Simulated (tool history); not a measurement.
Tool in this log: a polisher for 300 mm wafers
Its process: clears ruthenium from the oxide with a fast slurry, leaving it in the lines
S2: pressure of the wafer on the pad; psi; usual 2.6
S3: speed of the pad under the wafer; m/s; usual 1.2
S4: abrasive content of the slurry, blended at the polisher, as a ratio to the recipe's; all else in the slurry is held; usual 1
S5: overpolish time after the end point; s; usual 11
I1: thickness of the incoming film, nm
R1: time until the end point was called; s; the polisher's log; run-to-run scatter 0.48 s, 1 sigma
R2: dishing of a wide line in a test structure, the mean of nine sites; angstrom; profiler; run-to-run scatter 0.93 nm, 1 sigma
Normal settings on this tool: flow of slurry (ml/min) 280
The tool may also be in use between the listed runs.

run 1 day=0 | flow_of_slurry_(ml/min)=280 S2=2.3 S3=1.2 S4=1 S5=11 | I1=186.4 | R1=43.1 R2=354
-- day=7.158 slurry nozzle cleaned
run 2 day=7.188 | flow_of_slurry_(ml/min)=280 S2=2.3 S3=1.2 S4=1 S5=11 | I1=191 | R1=45.6 R2=346
-- day=7.942 worn pad replaced by a new one
run 3 day=9.754 | flow_of_slurry_(ml/min)=280 S2=2.6 S3=1.2 S4=1 S5=9 | I1=189.4 | R1=36.4 R2=346
run 4 day=12.117 | flow_of_slurry_(ml/min)=280 S2=2.6 S3=1.2 S4=1 S5=9 | I1=192.9 | R1=37.8 R2=353
-- day=12.658 slurry blender recalibrated
run 5 day=14.871 | flow_of_slurry_(ml/min)=280 S2=2.6 S3=1.2 S4=1.2 S5=11 | I1=192.6 | R1=32.9 R2=459
run 6 day=21.196 | flow_of_slurry_(ml/min)=280 S2=2.6 S3=1.2 S4=1 S5=11 | I1=192.9 | R1=38.7 R2=408
run 7 day=26.667 | flow_of_slurry_(ml/min)=280 S2=2.6 S3=0.92 S4=1 S5=11 | I1=190.4 | R1=49 R2=326
-- day=28.283 worn pad replaced by a new one
run 8 day=29.362 | flow_of_slurry_(ml/min)=280 S2=2.6 S3=1.2 S4=1 S5=11 | I1=190.6 | R1=35.8 R2=416
run 9 day=30.392 | flow_of_slurry_(ml/min)=280 S2=2.1 S3=1.2 S4=1.2 S5=11 | I1=191.1 | R1=39.7 R2=388
run 10 day=33.125 | flow_of_slurry_(ml/min)=345 S2=2.3 S3=1.2 S4=1 S5=11 | I1=187.2 | R1=39.8 R2=378
-- day=34.842 slurry nozzle cleaned
run 11 day=35.608 | flow_of_slurry_(ml/min)=280 S2=2.6 S3=1.2 S4=0.9 S5=11 | I1=192.6 | R1=40.1 R2=371
-- day=35.762 slurry blender recalibrated
run 12 day=37.567 | flow_of_slurry_(ml/min)=280 S2=2.6 S3=1.2 S4=1 S5=11 | I1=190.6 | R1=36.9 R2=411
run 13 day=40.075 | flow_of_slurry_(ml/min)=245 S2=2.6 S3=1.04 S4=1 S5=11 | I1=188.5 | R1=42.4 R2=356
run 14 day=48.6 | flow_of_slurry_(ml/min)=330 S2=3 S3=1.2 S4=1 S5=11 | I1=193.8 | R1=32.8 R2=448
run 15 day=49.925 | flow_of_slurry_(ml/min)=345 S2=2.3 S3=1.2 S4=1 S5=11 | I1=187.4 | R1=40.9 R2=359
run 16 day=51.042 | flow_of_slurry_(ml/min)=280 S2=1.9 S3=1.2 S4=1 S5=16 | I1=188.1 | R1=51.1 R2=439
-- day=52.033 head pressure recalibrated
run 17 day=52.062 | flow_of_slurry_(ml/min)=195 S2=2.2 S3=1.1 S4=1.1 S5=11 | I1=189.3 | R1=48.6 R2=330
run 18 day=54.35 | flow_of_slurry_(ml/min)=280 S2=2.6 S3=1.2 S4=1 S5=11 | I1=188.4 | R1=40.1 R2=380
-- day=54.554 worn pad replaced by a new one
run 19 day=55.692 | flow_of_slurry_(ml/min)=280 S2=2.6 S3=1.2 S4=1 S5=11 | I1=186.9 | R1=37.1 R2=409
run 20 day=57.221 | flow_of_slurry_(ml/min)=360 S2=2.6 S3=0.92 S4=0.85 S5=11 | I1=188.6 | R1=53.1 R2=300
-- day=58.083 slurry nozzle cleaned
run 21 day=59.892 | flow_of_slurry_(ml/min)=215 S2=2.2 S3=1.52 S4=1 S5=15 | I1=189.1 | R1=36.5 R2=504
-- day=62.512 slurry blender recalibrated
run 22 day=62.708 | flow_of_slurry_(ml/min)=280 S2=2.6 S3=1.2 S4=1.1 S5=11 | I1=190.5 | R1=35.9 R2=411
run 23 day=64.721 | flow_of_slurry_(ml/min)=250 S2=2.6 S3=1.58 S4=1 S5=11 | I1=189.1 | R1=30.4 R2=464
run 24 day=68.279 | flow_of_slurry_(ml/min)=380 S2=2.6 S3=1.2 S4=1 S5=11 | I1=189.5 | R1=38 R2=399
run 25 day=69.983 | flow_of_slurry_(ml/min)=280 S2=3.3 S3=1.2 S4=1 S5=6 | I1=187.1 | R1=30.2 R2=284
run 26 day=72.129 | flow_of_slurry_(ml/min)=280 S2=2.6 S3=1.2 S4=1 S5=11 | I1=192.3 | R1=40.4 R2=392
-- day=75.121 worn pad replaced by a new one
run 27 day=75.142 | flow_of_slurry_(ml/min)=280 S2=2.6 S3=1.2 S4=1 S5=7 | I1=190.6 | R1=37 R2=294
run 28 day=77.362 | flow_of_slurry_(ml/min)=280 S2=2.1 S3=1.2 S4=1 S5=6 | I1=191.2 | R1=44.9 R2=200
run 29 day=78.917 | flow_of_slurry_(ml/min)=280 S2=2.2 S3=1.2 S4=1 S5=11 | I1=190.8 | R1=43 R2=358

How would selected steps in R1 from run to run divide? Give the signed amount a tool lacking its hidden state would still show from settings, what came in and random variation, and the signed amount left for the hidden state, including any gauge scatter that is not in both of the compared results.
The hidden state here: removal rate lost through wear of the pad, %; slurry flow missing at the pad, %; deviation of the head's pressure from its setpoint, %; abrasive missing from the slurry, %.
Run 2 -> 3: S2 2.3 -> 2.6, S5 11 -> 9, worn pad replaced by a new one. R1 -9.2 s: hidden state -3.8, all else -5.4.
Run 18 -> 19: worn pad replaced by a new one. R1 -3 s: hidden state -3.1, all else +0.1.
Run 19 -> 20: flow of slurry (ml/min) 280 -> 360, S3 1.2 -> 0.92, S4 1 -> 0.85. R1 +16 s: hidden state +0.5, all else +15.5.
Run 20 -> 21: flow of slurry (ml/min) 360 -> 215, S2 2.6 -> 2.2, S3 0.92 -> 1.52, S4 0.85 -> 1, S5 11 -> 15, slurry nozzle cleaned. R1 -16.6 s: hidden state -0.1, all else -16.5.

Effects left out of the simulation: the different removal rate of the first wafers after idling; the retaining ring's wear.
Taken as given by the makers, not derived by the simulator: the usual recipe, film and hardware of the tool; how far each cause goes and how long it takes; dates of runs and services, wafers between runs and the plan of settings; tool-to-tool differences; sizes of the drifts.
